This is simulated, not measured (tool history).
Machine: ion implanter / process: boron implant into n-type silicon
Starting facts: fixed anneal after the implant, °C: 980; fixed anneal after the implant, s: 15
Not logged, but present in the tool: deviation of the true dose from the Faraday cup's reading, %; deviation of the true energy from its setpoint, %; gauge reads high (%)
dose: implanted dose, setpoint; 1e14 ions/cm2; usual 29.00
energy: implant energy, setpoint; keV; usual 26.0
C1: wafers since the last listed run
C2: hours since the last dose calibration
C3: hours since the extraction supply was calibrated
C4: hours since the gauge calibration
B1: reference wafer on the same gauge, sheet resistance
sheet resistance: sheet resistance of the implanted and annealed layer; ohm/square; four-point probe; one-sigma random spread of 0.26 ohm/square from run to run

{"run": 1, "hour": 0.0, "dose": 23.55, "energy": 31.5, "C1": 0, "C2": 1273.6, "C3": 5388.5, "C4": 679.5, "B1": 69.28, "sheet resistance": 84.36}
{"run": 2, "hour": 39.8, "dose": 23.55, "energy": 31.5, "C1": 760, "C2": 1313.4, "C3": 5428.3, "C4": 719.3, "B1": 69.29, "sheet resistance": 84.45}
{"run": 3, "hour": 115.6, "dose": 23.55, "energy": 31.5, "C1": 1449, "C2": 1389.2, "C3": 5504.1, "C4": 795.1, "B1": 69.33, "sheet resistance": 84.84}
{"run": 4, "hour": 170.7, "dose": 29.0, "energy": 26.0, "C1": 1053, "C2": 1444.3, "C3": 5559.2, "C4": 850.2, "B1": 69.27, "sheet resistance": 79.64}
{"run": 5, "hour": 263.8, "dose": 29.0, "energy": 26.0, "C1": 1779, "C2": 1537.4, "C3": 5652.3, "C4": 943.3, "B1": 69.35, "sheet resistance": 79.62}
{"run": 6, "hour": 350.1, "dose": 29.0, "energy": 26.0, "C1": 1649, "C2": 1623.7, "C3": 5738.6, "C4": 1029.6, "B1": 69.35, "sheet resistance": 79.96}
{"run": 7, "hour": 459.5, "dose": 29.0, "energy": 26.0, "C1": 2091, "C2": 1733.1, "C3": 5848.0, "C4": 1139.0, "B1": 69.38, "sheet resistance": 80.37}
{"run": 8, "hour": 537.1, "dose": 29.0, "energy": 26.0, "C1": 1483, "C2": 1810.7, "C3": 5925.6, "C4": 1216.6, "B1": 69.34, "sheet resistance": 80.06}
{"hour": 598.0, "done": "extraction supply calibrated"}
{"run": 9, "hour": 598.5, "dose": 29.0, "energy": 26.0, "C1": 1020, "C2": 1872.1, "C3": 0.5, "C4": 1278.0, "B1": 69.3, "sheet resistance": 80.23}
{"run": 10, "hour": 687.0, "dose": 29.0, "energy": 26.0, "C1": 1691, "C2": 1960.6, "C3": 89.0, "C4": 1366.5, "B1": 69.29, "sheet resistance": 79.97}
{"hour": 731.4, "done": "gauge calibrated"}
{"run": 11, "hour": 773.8, "dose": 36.77, "energy": 26.0, "C1": 1659, "C2": 2047.4, "C3": 175.8, "C4": 42.4, "B1": 69.34, "sheet resistance": 73.17}
{"hour": 857.7, "done": "Faraday cup replaced and dose calibrated"}
{"run": 12, "hour": 1047.5, "dose": 35.93, "energy": 22.0, "C1": 5079, "C2": 189.8, "C3": 449.5, "C4": 316.1, "B1": 69.3, "sheet resistance": 77.67}
{"run": 13, "hour": 1109.9, "dose": 23.58, "energy": 26.0, "C1": 1192, "C2": 252.2, "C3": 511.9, "C4": 378.5, "B1": 69.31, "sheet resistance": 85.57}
{"run": 14, "hour": 1199.2, "dose": 37.43, "energy": 22.0, "C1": 1707, "C2": 341.5, "C3": 601.2, "C4": 467.8, "B1": 69.34, "sheet resistance": 77.4}
{"run": 15, "hour": 1264.4, "dose": 29.0, "energy": 34.0, "C1": 1246, "C2": 406.7, "C3": 666.4, "C4": 533.0, "B1": 69.32, "sheet resistance": 74.3}
{"run": 16, "hour": 1309.0, "dose": 29.0, "energy": 21.0, "C1": 852, "C2": 451.3, "C3": 711.0, "C4": 577.6, "B1": 69.31, "sheet resistance": 84.52}
{"run": 17, "hour": 1392.8, "dose": 29.0, "energy": 26.0, "C1": 1602, "C2": 535.1, "C3": 794.8, "C4": 661.4, "B1": 69.32, "sheet resistance": 79.42}
{"run": 18, "hour": 1484.1, "dose": 29.0, "energy": 26.0, "C1": 1745, "C2": 626.4, "C3": 886.1, "C4": 752.7, "B1": 69.34, "sheet resistance": 79.21}
{"run": 19, "hour": 1540.0, "dose": 32.34, "energy": 29.5, "C1": 1068, "C2": 682.3, "C3": 942.0, "C4": 808.6, "B1": 69.29, "sheet resistance": 73.76}
{"run": 20, "hour": 1623.6, "dose": 29.0, "energy": 26.0, "C1": 1598, "C2": 765.9, "C3": 1025.6, "C4": 892.2, "B1": 69.35, "sheet resistance": 79.15}

Below are 4 alternative next runs, each starting from the tool's condition after run 20. Predict each:
{"run": "A", "hour": 1624.0, "dose": 29.0, "energy": 26.0, "C1": 7, "C2": 766.3, "C3": 1026.0, "C4": 892.6, "B1": "?", "sheet resistance": "?"}
{"run": "B", "hour": 1624.0, "dose": 29.0, "energy": 18.0, "C1": 7, "C2": 766.3, "C3": 1026.0, "C4": 892.6, "B1": "?", "sheet resistance": "?"}
{"run": "C", "hour": 1624.0, "dose": 33.49, "energy": 33.5, "C1": 7, "C2": 766.3, "C3": 1026.0, "C4": 892.6, "B1": "?", "sheet resistance": "?"}
{"run": "D", "hour": 1624.0, "dose": 35.26, "energy": 33.0, "C1": 7, "C2": 766.3, "C3": 1026.0, "C4": 892.6, "B1": "?", "sheet resistance": "?"}

run=A B1=69.29 sheet_resistance=79.62
run=B B1=69.29 sheet_resistance=90.21
run=C B1=69.29 sheet_resistance=70.32
run=D B1=69.29 sheet_resistance=69.02
What these runs would have given with no unlogged condition in the tool:
run=A sheet_resistance=78.12
run=B sheet_resistance=89.03
run=C sheet_resistance=68.85
run=D sheet_resistance=67.64

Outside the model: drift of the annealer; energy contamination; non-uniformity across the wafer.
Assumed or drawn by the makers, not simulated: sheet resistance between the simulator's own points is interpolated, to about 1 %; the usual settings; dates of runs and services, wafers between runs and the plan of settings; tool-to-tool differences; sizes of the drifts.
